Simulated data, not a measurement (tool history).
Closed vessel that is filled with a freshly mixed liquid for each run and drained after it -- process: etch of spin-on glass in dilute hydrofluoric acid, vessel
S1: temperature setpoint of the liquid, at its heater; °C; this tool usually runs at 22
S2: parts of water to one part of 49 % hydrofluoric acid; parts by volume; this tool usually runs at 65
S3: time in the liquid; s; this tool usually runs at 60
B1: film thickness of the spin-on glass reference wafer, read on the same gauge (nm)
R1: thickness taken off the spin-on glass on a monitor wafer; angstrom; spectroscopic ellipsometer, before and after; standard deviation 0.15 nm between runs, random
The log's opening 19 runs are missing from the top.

run   hour    S1  S2  S3     B1     R1
 20  524.1    22  65  60     60  397.1
 21  537.8    24  80  35  60.01  201.6
     543.2  -- thermometer replaced
 22  554.4    22  75  60     60  341.8
 23  583.6  18.5  85  95     60  413.1
     673.6  -- hydrofluoric acid flow meter replaced
 24  677.8    22  65  60  59.98  396.8
 25  711.5    19  55  90  59.99  619.7
 26  729.9    18  80  40  59.99  176.3
 27  743.3    22  65  80     60  527.5
 28  760.4    22  65  60     60  394.1
 29  776.4    26  90  50     60    271
 30  802.5  24.5  65  60     60  436.7
 31  836.1    22  65  60  60.01  395.7
 32  870.5    22  65  60     60  397.8
 33  899.5  24.5  35  70     60    998

Consider 5 possible next runs. They are alternatives, not a sequence: every one starts from the tool as it was left by run 33. What does each give?
  A  900.2    22  65  50   ?   ?
  B  900.2    22  85  90   ?   ?
  C  900.2  25.5  65  60   ?   ?
  D  900.2    25  65  80   ?   ?
  E  900.2    20  75  30   ?   ?

run     B1     R1
  A  60.01  332.1
  B  60.01  446.2
  C  60.01  459.6
  D  60.01  600.6
  E  60.01    157
With no hidden state in the tool, these same runs would have given:
run     R1
  A  327.4
  B  439.8
  C  453.1
  D  592.1
  E  154.8
